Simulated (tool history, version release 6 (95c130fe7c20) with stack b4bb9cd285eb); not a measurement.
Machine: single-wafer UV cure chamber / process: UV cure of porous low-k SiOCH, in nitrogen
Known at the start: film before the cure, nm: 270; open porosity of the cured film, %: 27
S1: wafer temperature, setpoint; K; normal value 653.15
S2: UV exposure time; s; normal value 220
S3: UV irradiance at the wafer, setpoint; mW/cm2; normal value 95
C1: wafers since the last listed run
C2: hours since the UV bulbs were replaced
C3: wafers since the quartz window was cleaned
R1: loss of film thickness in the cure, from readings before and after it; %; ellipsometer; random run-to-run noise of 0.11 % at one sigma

Run 1, hour 0.0: usual settings; C1 0; C2 1711.1; C3 4285. Result: R1 11.823 %.
At hour 34.2: quartz window cleaned.
Run 2, hour 46.2: usual settings; C1 190; C2 1757.3; C3 59. Result: R1 12.888 %.
Run 3, hour 127.4: usual settings; C1 405; C2 1838.5; C3 464. Result: R1 12.732 %.
Run 4, hour 216.4: usual settings; C1 444; C2 1927.5; C3 909. Result: R1 12.870 %.
Run 5, hour 263.9: usual settings; C1 237; C2 1975.0; C3 1146. Result: R1 12.952 %.
Run 6, hour 439.8: usual settings; C1 877; C2 2150.9; C3 2023. Result: R1 12.600 %.
Run 7, hour 531.6: usual settings; C1 458; C2 2242.7; C3 2481. Result: R1 12.633 %.
Run 8, hour 625.0: usual settings; C1 466; C2 2336.1; C3 2947. Result: R1 12.790 %.
At hour 633.4: UV bulbs replaced.
Run 9, hour 830.2: usual settings; C1 984; C2 196.8; C3 3931. Result: R1 12.376 %.
Run 10, hour 886.4: usual settings; C1 280; C2 253.0; C3 4212. Result: R1 12.042 %.
At hour 968.8: quartz window cleaned.
Run 11, hour 972.7: usual settings; C1 390; C2 339.3; C3 19. Result: R1 12.976 %.
Run 12, hour 1051.7: usual settings; C1 394; C2 418.3; C3 413. Result: R1 12.937 %.
Run 13, hour 1154.3: usual settings; C1 511; C2 520.9; C3 925. Result: R1 12.759 %.
Run 14, hour 1202.2: usual settings but S1 664.15 K; C1 239; C2 568.8; C3 1164. Result: R1 12.985 %.
Run 15, hour 1283.8: usual settings but S1 664.15 K; C1 407; C2 650.4; C3 1571. Result: R1 13.249 %.
Run 16, hour 1320.5: usual settings; C1 183; C2 687.1; C3 1754. Result: R1 12.773 %.
Run 17, hour 1380.3: usual settings; C1 298; C2 746.9; C3 2053. Result: R1 12.674 %.
Run 18, hour 1416.8: usual settings but S2 325 s; C1 182; C2 783.4; C3 2235. Result: R1 14.536 %.
Run 19, hour 1592.9: usual settings but S2 325 s; C1 878; C2 959.5; C3 3114. Result: R1 14.411 %.
At hour 1700.9: quartz window cleaned.
Run 20, hour 1818.5: usual settings; C1 1085; C2 1185.1; C3 586. Result: R1 12.679 %.
Run 21, hour 1880.3: usual settings but S1 660.15 K; C1 308; C2 1246.9; C3 894. Result: R1 13.042 %.
Run 22, hour 1918.7: usual settings but S2 300 s; C1 191; C2 1285.3; C3 1086. Result: R1 14.552 %.
Run 23, hour 2018.4: usual settings; C1 497; C2 1385.0; C3 1584. Result: R1 12.745 %.
Run 24, hour 2070.3: usual settings; C1 258; C2 1436.9; C3 1843. Result: R1 12.811 %.
Run 25, hour 2167.7: usual settings but S1 643.15 K; C1 486; C2 1534.3; C3 2329. Result: R1 12.506 %.
Run 26, hour 2304.3: usual settings; C1 681; C2 1670.9; C3 3010. Result: R1 12.563 %.
Run 27, hour 2486.9: usual settings; C1 911; C2 1853.5; C3 3921. Result: R1 12.408 %.
At hour 2560.7: quartz window cleaned.
At hour 2570.9: UV bulbs replaced.
Run 28, hour 2699.6: usual settings but S1 663.15 K, S3 105 mW/cm2; C1 981; C2 128.7; C3 653. Result: R1 13.521 %.
Run 29, hour 2774.1: usual settings but S1 670.15 K, S2 275 s, S3 115 mW/cm2; C1 371; C2 203.2; C3 1024. Result: R1 15.489 %.
Run 30, hour 2810.4: usual settings but S1 665.15 K, S2 95 s, S3 62 mW/cm2; C1 181; C2 239.5; C3 1206. Result: R1 7.129 %.
Run 31, hour 2889.3: usual settings but S2 145 s, S3 63 mW/cm2; C1 393; C2 318.4; C3 1599. Result: R1 8.772 %.
Run 32, hour 2995.3: usual settings but S2 255 s, S3 77 mW/cm2; C1 528; C2 424.4; C3 2128. Result: R1 12.443 %.
Run 33, hour 3045.8: usual settings; C1 251; C2 474.9; C3 2380. Result: R1 12.595 %.
Run 34, hour 3109.1: usual settings but S1 667.15 K, S2 340 s, S3 74 mW/cm2; C1 315; C2 538.2; C3 2696. Result: R1 13.715 %.
Run 35, hour 3189.4: usual settings; C1 400; C2 618.5; C3 3097. Result: R1 12.603 %.
Run 36, hour 3255.1: usual settings but S1 646.15 K, S2 110 s, S3 135 mW/cm2; C1 327; C2 684.2; C3 3425. Result: R1 10.565 %.
Run 37, hour 3344.7: usual settings but S1 659.15 K, S2 110 s, S3 131 mW/cm2; C1 447; C2 773.8; C3 3872. Result: R1 10.604 %.
At hour 3410.4: quartz window cleaned.
Run 38, hour 3621.2: usual settings but S1 636.15 K, S3 118 mW/cm2; C1 1339; C2 1050.3; C3 1051. Result: R1 13.366 %.
Run 39, hour 3669.8: usual settings but S1 643.15 K, S2 260 s; C1 242; C2 1098.9; C3 1294. Result: R1 13.279 %.
Run 40, hour 3758.8: usual settings but S2 255 s, S3 77 mW/cm2; C1 444; C2 1187.9; C3 1738. Result: R1 12.371 %.
Run 41, hour 3844.2: usual settings; C1 426; C2 1273.3; C3 2164. Result: R1 12.606 %.
Run 42, hour 3923.7: usual settings but S2 140 s, S3 115 mW/cm2; C1 396; C2 1352.8; C3 2561. Result: R1 11.213 %.
Run 43, hour 3989.4: usual settings but S1 637.15 K, S2 315 s, S3 75 mW/cm2; C1 327; C2 1418.5; C3 2888. Result: R1 12.552 %.
Run 44, hour 4078.9: usual settings but S1 660.15 K, S3 83 mW/cm2; C1 446; C2 1508.0; C3 3335. Result: R1 12.049 %.
At hour 4134.3: quartz window cleaned.
Run 45, hour 4162.2: usual settings but S1 660.15 K, S2 295 s, S3 84 mW/cm2; C1 375; C2 1591.3; C3 139. Result: R1 13.723 %.

Had the tool no unlogged condition, and each run kept its random variation, what would the results have been?
Unlogged tool condition in this case: lamp output below its setpoint, %; transmission lost against a clean window, %.
run      R1
  1  12.654
  2  12.920
  3  12.771
  4  12.933
  5  13.034
  6  12.785
  7  12.900
  8  13.162
  9  13.035
 10  12.785
 11  13.025
 12  12.992
 13  12.838
 14  13.084
 15  13.393
 16  12.937
 17  12.881
 18  14.781
 19  14.849
 20  12.757
 21  13.139
 22  14.667
 23  12.905
 24  13.008
 25  12.779
 26  12.981
 27  13.092
 28  13.571
 29  15.566
 30   7.208
 31   8.894
 32  12.652
 33  12.847
 34  14.038
 35  13.016
 36  11.043
 37  11.217
 38  13.526
 39  13.461
 40  12.602
 41  12.903
 42  11.573
 43  12.990
 44  12.608
 45  13.896
